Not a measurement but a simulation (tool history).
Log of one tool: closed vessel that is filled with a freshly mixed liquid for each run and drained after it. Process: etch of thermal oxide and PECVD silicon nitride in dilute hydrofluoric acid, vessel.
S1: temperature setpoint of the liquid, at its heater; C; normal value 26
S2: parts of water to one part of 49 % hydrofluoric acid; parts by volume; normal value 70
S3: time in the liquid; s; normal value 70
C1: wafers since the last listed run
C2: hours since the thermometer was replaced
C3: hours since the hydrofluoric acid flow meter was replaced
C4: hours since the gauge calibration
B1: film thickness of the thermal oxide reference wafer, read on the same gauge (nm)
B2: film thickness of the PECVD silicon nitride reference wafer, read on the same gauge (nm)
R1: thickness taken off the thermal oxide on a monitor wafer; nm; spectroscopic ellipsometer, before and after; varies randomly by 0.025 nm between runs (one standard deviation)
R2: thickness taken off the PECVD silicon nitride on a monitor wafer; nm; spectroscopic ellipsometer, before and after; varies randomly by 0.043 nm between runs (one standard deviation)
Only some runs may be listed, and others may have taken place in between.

run,hour,S1,S2,S3,C1,C2,C3,C4,B1,B2,R1,R2
1,0,26,70,50,0,2372.8,682.9,1894.5,139.96,119.994,3.67,2.891
2,73.9,29,70,55,4780,2446.7,756.8,1968.4,139.97,120.039,4.5,3.831
3,181.8,29,70,55,6980,2554.6,864.7,2076.3,140,120.034,4.5,3.839
# hour 201.9: thermometer replaced
4,222.4,30,45,70,2561,20.5,905.3,2116.9,140.04,119.956,9.91,8.475
5,262.6,30,45,70,2600,60.7,945.5,2157.1,139.99,120.037,9.85,8.414
6,301.2,26,70,70,2497,99.3,984.1,2195.7,139.97,119.982,5.19,4.132
7,375.3,26,70,70,4793,173.4,1058.2,2269.8,140.01,119.994,5.19,4.117
8,420.5,26,100,70,2924,218.6,1103.4,2315,140,119.982,3.48,2.851
# hour 448.8: hydrofluoric acid flow meter replaced
9,510.9,30.5,85,55,5783,309,62.1,2405.4,140.03,119.961,4.08,3.747
10,560.7,26,55,40,3221,358.8,111.9,2455.2,139.96,120.011,4.04,3.189
11,645.9,29,55,35,5511,444,197.1,2540.4,139.98,120.003,3.96,3.337
12,686.9,23,80,35,2652,485,238.1,2581.4,139.99,119.944,2.06,1.543
13,735,26,70,70,3111,533.1,286.2,2629.5,139.99,119.979,5.32,4.272
14,817.7,23.5,90,95,5350,615.8,368.9,2712.2,140,119.996,4.96,3.747
15,856.5,22.5,70,70,2510,654.6,407.7,2751,139.99,120.015,4.64,3.269
# hour 904.2: gauge calibrated
16,951.1,22.5,45,90,6119,749.2,502.3,46.9,139.98,119.976,9.6,6.501
17,1037.9,24.5,70,105,5615,836,589.1,133.7,140.01,120.01,7.48,5.676
18,1136,26,70,70,6346,934.1,687.2,231.8,140.05,120.012,5.3,4.217
19,1184.3,26,70,50,3124,982.4,735.5,280.1,140.02,119.962,3.76,2.945
20,1277.5,24,40,100,6029,1075.6,828.7,373.3,140.01,120.013,12.54,9.047
21,1348.4,29.5,70,70,4586,1146.5,899.6,444.2,140.02,120.016,5.97,5.168
22,1405.9,26,100,70,3719,1204,957.1,501.7,139.97,119.968,3.49,2.861
23,1505.9,28.5,50,30,6469,1304,1057.1,601.7,140,120.016,3.53,2.911
24,1564.8,26,95,45,3810,1362.9,1116,660.6,139.99,119.988,2.35,1.937

Hidden condition of the tool, last listed run before each entry between runs versus first listed run after:
After run 3, before run 4: thermometer replaced (hour 201.9)
  liquid colder than its thermometer reads (K): 0.698 -> 0.016; hydrofluoric acid flow below the setpoint (%): 4.19 -> 4.35
  measured result minus the result with no hidden state, R1: -0.35 -> -0.49 nm; R2: -0.352 -> -0.393 nm
After run 8, before run 9: hydrofluoric acid flow meter replaced (hour 448.8)
  liquid colder than its thermometer reads (K): 0.0686 -> 0.0926; hydrofluoric acid flow below the setpoint (%): 5.15 -> 0.448
  measured result minus the result with no hidden state, R1: -0.22 -> -0.03 nm; R2: -0.167 -> -0.038 nm
After run 15, before run 16: gauge calibrated (hour 904.2)
  liquid colder than its thermometer reads (K): 0.184 -> 0.21; hydrofluoric acid flow below the setpoint (%): 1.84 -> 2.22
  measured result minus the result with no hidden state, R1: -0.13 -> -0.32 nm; R2: -0.101 -> -0.24 nm
